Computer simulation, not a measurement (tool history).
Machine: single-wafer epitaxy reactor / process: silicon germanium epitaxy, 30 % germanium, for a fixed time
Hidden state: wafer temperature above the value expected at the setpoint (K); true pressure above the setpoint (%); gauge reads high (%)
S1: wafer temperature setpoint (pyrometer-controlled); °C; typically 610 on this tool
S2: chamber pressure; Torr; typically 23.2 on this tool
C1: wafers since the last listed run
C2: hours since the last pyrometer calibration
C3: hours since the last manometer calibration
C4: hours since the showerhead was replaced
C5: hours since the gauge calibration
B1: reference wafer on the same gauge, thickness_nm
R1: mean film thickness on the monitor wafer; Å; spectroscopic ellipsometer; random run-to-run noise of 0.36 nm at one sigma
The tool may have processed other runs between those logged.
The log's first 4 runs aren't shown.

| run | day | S1 | S2 | C1 | C2 | C3 | C4 | C5 | B1 | R1 |
|---|---|---|---|---|---|---|---|---|---|---|
| 5 | 7.717 | 610 | 23.2 | 791 | 1481.8 | 1518.2 | 1559.8 | 1350.2 | 62.988 | 753.83 |
| 6 | 9.788 | 610 | 23.2 | 814 | 1531.5 | 1567.9 | 1609.5 | 1399.9 | 63.022 | 757.37 |
| 7 | 10.917 | 610 | 23.2 | 443 | 1558.6 | 1595 | 1636.6 | 1427 | 62.905 | 761.07 |
| 8 | 12.004 | 610 | 23.2 | 427 | 1584.7 | 1621.1 | 1662.7 | 1453.1 | 62.852 | 757.78 |
| 9 | 14.933 | 610 | 23.2 | 1151 | 1655 | 1691.4 | 1733 | 1523.4 | 62.947 | 764.95 |
|  | 15.808 | gauge calibrated |
| 10 | 16.812 | 610 | 23.2 | 738 | 1700.1 | 1736.5 | 1778.1 | 24.1 | 63.045 | 752.69 |
|  | 20.004 | capacitance manometer re-zeroed and calibrated |
| 11 | 24.008 | 610 | 23.2 | 2697 | 1872.8 | 96.1 | 1950.8 | 196.8 | 62.849 | 763.93 |
| 12 | 26.142 | 610 | 25.1 | 838 | 1924 | 147.3 | 2002 | 248 | 63.088 | 783.16 |
| 13 | 27.267 | 610 | 25.1 | 442 | 1951 | 174.3 | 2029 | 275 | 63.111 | 790.09 |
| 14 | 30.008 | 618 | 23.2 | 1077 | 2016.8 | 240.1 | 2094.8 | 340.8 | 62.972 | 896.06 |
| 15 | 32.608 | 610 | 23.2 | 1022 | 2079.2 | 302.5 | 2157.2 | 403.2 | 63.055 | 763.16 |
| 16 | 34.983 | 602 | 20.9 | 933 | 2136.2 | 359.5 | 2214.2 | 460.2 | 63.043 | 627.78 |
| 17 | 37.488 | 610 | 17.9 | 984 | 2196.3 | 419.6 | 2274.3 | 520.3 | 63.086 | 699.28 |
| 18 | 39.204 | 620 | 17.5 | 674 | 2237.5 | 460.8 | 2315.5 | 561.5 | 62.994 | 849.48 |
|  | 41.012 | pyrometer calibrated |
| 19 | 41.033 | 610 | 23.2 | 588 | 0.5 | 504.7 | 2359.4 | 605.4 | 63.029 | 746.82 |
| 20 | 43.696 | 600 | 25.9 | 1046 | 64.4 | 568.6 | 2423.3 | 669.3 | 62.998 | 633.97 |
| 21 | 46.646 | 606 | 28.8 | 1159 | 135.2 | 639.4 | 2494.1 | 740.1 | 62.995 | 742.48 |
| 22 | 48.121 | 602 | 25.8 | 579 | 170.6 | 674.8 | 2529.5 | 775.5 | 62.96 | 659.54 |
| 23 | 49.771 | 603 | 18.4 | 648 | 210.2 | 714.4 | 2569.1 | 815.1 | 62.959 | 600.84 |
|  | 50.896 | showerhead replaced |
| 24 | 52.083 | 620 | 28 | 778 | 265.7 | 769.9 | 28.5 | 870.6 | 63.038 | 986.92 |
| 25 | 54.7 | 610 | 23.2 | 1028 | 328.5 | 832.7 | 91.3 | 933.4 | 63.017 | 753.3 |

What does the tool deliver on the next run?
| 26 | 57.275 | 610 | 23.2 | 1012 | 390.3 | 894.5 | 153.1 | 995.2 | ? | ? |

Run 26 came out at B1 62.891, R1 747.09 Å.
If the tool had no hidden condition, the same run with the same run-to-run variation would have returned R1 747.66 Å.
